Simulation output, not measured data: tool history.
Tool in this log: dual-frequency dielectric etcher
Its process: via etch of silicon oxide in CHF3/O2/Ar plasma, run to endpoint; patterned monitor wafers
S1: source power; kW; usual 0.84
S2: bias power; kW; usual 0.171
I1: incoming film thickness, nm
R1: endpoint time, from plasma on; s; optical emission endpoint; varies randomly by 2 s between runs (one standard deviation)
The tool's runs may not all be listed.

run,hour,S1,S2,I1,R1
1,0,0.84,0.143,581.9,305.4
2,46.4,0.84,0.143,579,305.1
# hour 125: wet clean of the chamber
3,125.5,0.84,0.143,582.4,301.5
4,182.2,0.84,0.202,582.9,259
5,253.7,0.84,0.171,578.9,276.8
6,312.1,0.84,0.171,584.6,282.7
7,376.3,0.84,0.171,578.5,281.6
8,409.5,0.84,0.171,581.3,281.8
# hour 449.7: source power generator calibrated
9,477.6,0.84,0.171,580,284.6
10,502,0.84,0.171,578.6,280.7
11,547.1,0.69,0.193,579,297
12,613.1,0.75,0.171,584.3,308.3
13,640.5,0.75,0.171,585.1,307.5
14,699.5,0.84,0.171,581.3,285.8
# hour 761.1: wet clean of the chamber
15,761.6,0.84,0.171,576.1,274
16,767.2,0.9,0.207,582.9,248.6
17,796.9,1.01,0.157,587.7,268.8
18,862.9,0.89,0.134,580,298.7
19,916,0.84,0.171,579.9,279.8
20,985.7,0.63,0.214,578.4,302.4
21,1044.1,1.02,0.152,585,271
# hour 1091.4: upper electrode replaced
# hour 1092.7: bias power generator calibrated
22,1093.2,0.72,0.171,582.6,305.5
23,1154.1,0.93,0.171,585.3,273.6
24,1258.3,0.76,0.155,576.8,313
25,1306.4,0.84,0.209,585.7,266.9
26,1340.2,0.93,0.21,587.5,253.2
27,1370.6,0.84,0.171,582.7,285.7
# hour 1415.7: wet clean of the chamber
28,1416.2,0.97,0.171,581.6,255.2

Predict each of these 4 candidate next runs independently; none follows another, all start after run 28:
A,1416.7,0.84,0.171,583.5,?
B,1416.7,0.74,0.171,583.5,?
C,1416.7,0.84,0.144,583.5,?
D,1416.7,0.66,0.191,583.5,?

run,R1
A,278.2
B,297.5
C,299.3
D,302.1
What these runs would have given with no unlogged condition in the tool:
run,R1
A,278.4
B,297.6
C,299.4
D,302.2

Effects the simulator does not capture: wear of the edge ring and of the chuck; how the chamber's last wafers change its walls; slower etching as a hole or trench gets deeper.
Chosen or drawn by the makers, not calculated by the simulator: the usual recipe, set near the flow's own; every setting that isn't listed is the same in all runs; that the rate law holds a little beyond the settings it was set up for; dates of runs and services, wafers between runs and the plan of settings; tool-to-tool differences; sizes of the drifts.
